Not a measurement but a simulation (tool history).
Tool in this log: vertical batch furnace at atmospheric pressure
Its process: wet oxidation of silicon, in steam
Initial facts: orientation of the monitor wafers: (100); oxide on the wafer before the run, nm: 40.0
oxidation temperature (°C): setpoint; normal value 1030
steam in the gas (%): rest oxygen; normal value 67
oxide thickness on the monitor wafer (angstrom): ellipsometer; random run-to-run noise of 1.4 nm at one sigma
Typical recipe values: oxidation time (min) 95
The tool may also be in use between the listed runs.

run,hour,oxidation temperature (°C),oxidation time (min),steam in the gas (%),wafers since the last listed run,hours since the last temperature calibration,hours since the steam generator was serviced,hours since the gauge calibration,"read-back reference wafer on the same gauge, thickness",oxide thickness on the monitor wafer (angstrom)
1,0,1036,95,72,0,2223.8,765,834.1,606.01,6168.4
2,66.1,1030,65,74,803,2289.9,831.1,900.2,606.32,4828.4
3,101.2,1030,95,67,426,2325,866.2,935.3,606.01,5714
4,140.9,1030,95,67,482,2364.7,905.9,975,606.08,5688.5
5,169.4,1030,95,67,346,2393.2,934.4,1003.5,605.68,5714.1
6,285.9,1030,95,67,1415,2509.7,1050.9,1120,606.41,5707.9
7,339.2,1030,95,67,647,2563,1104.2,1173.3,605.62,5684.4
8,392.9,1030,95,67,652,2616.7,1157.9,1227,605.59,5656.1
9,417.4,1038,95,67,297,2641.2,1182.4,1251.5,606.44,5914.4
# hour 474.8: thermocouples replaced and temperature profile calibrated
10,475.3,1038,95,67,411,0.5,1240.3,1309.4,606.33,5769.3
11,503.2,1030,95,67,339,28.4,1268.2,1337.3,605.8,5515.1
12,555.7,1030,95,67,637,80.9,1320.7,1389.8,605.88,5513.6
13,591.4,1050,131.5,67,433,116.6,1356.4,1425.5,605.87,7353.4
14,616.9,1030,95,67,309,142.1,1381.9,1451,606.05,5480.6
# hour 642.6: gauge calibrated
15,671.9,1030,95,67,668,197.1,1436.9,29.3,605.73,5488.5
# hour 705.7: steam generator serviced
16,706.2,1021,119.5,56,125,231.4,0.5,63.6,606.64,5630.3
17,773.2,1030,95,67,814,298.4,67.5,130.6,605.73,5739
18,842.6,1030,69,74,843,367.8,136.9,200,606.52,5015.8
19,877.4,1049,115,64,422,402.6,171.7,234.8,606.19,6863.3
20,941.2,1015,95,62,775,466.4,235.5,298.6,605.68,5029.2
21,975.7,1020,121.5,67,419,500.9,270,333.1,605.95,6270
22,1023.9,1054,140,67,585,549.1,318.2,381.3,605.96,8058
23,1064.3,1030,51.5,59,490,589.5,358.6,421.7,606.49,3620.3
24,1114.3,1020,76,60,607,639.5,408.6,471.7,605.83,4385.5
25,1160.5,1030,124,67,561,685.7,454.8,517.9,606.26,6713.1

4 options for the next run, each taken on its own from the tool as it stands now. Forecast them:
A,1166.7,1030,95,67,75,691.9,461,524.1,?,?
B,1166.7,1042,95,59,75,691.9,461,524.1,?,?
C,1166.7,1030,137,67,75,691.9,461,524.1,?,?
D,1166.7,1030,63.5,67,75,691.9,461,524.1,?,?

run,"read-back reference wafer on the same gauge, thickness",oxide thickness on the monitor wafer (angstrom)
A,605.55,5710.6
B,605.55,5634.8
C,605.55,7103
D,605.55,4468.2
What these runs would have given with no unlogged condition in the tool:
run,oxide thickness on the monitor wafer (angstrom)
A,5715.5
B,5641.9
C,7113.3
D,4468.8
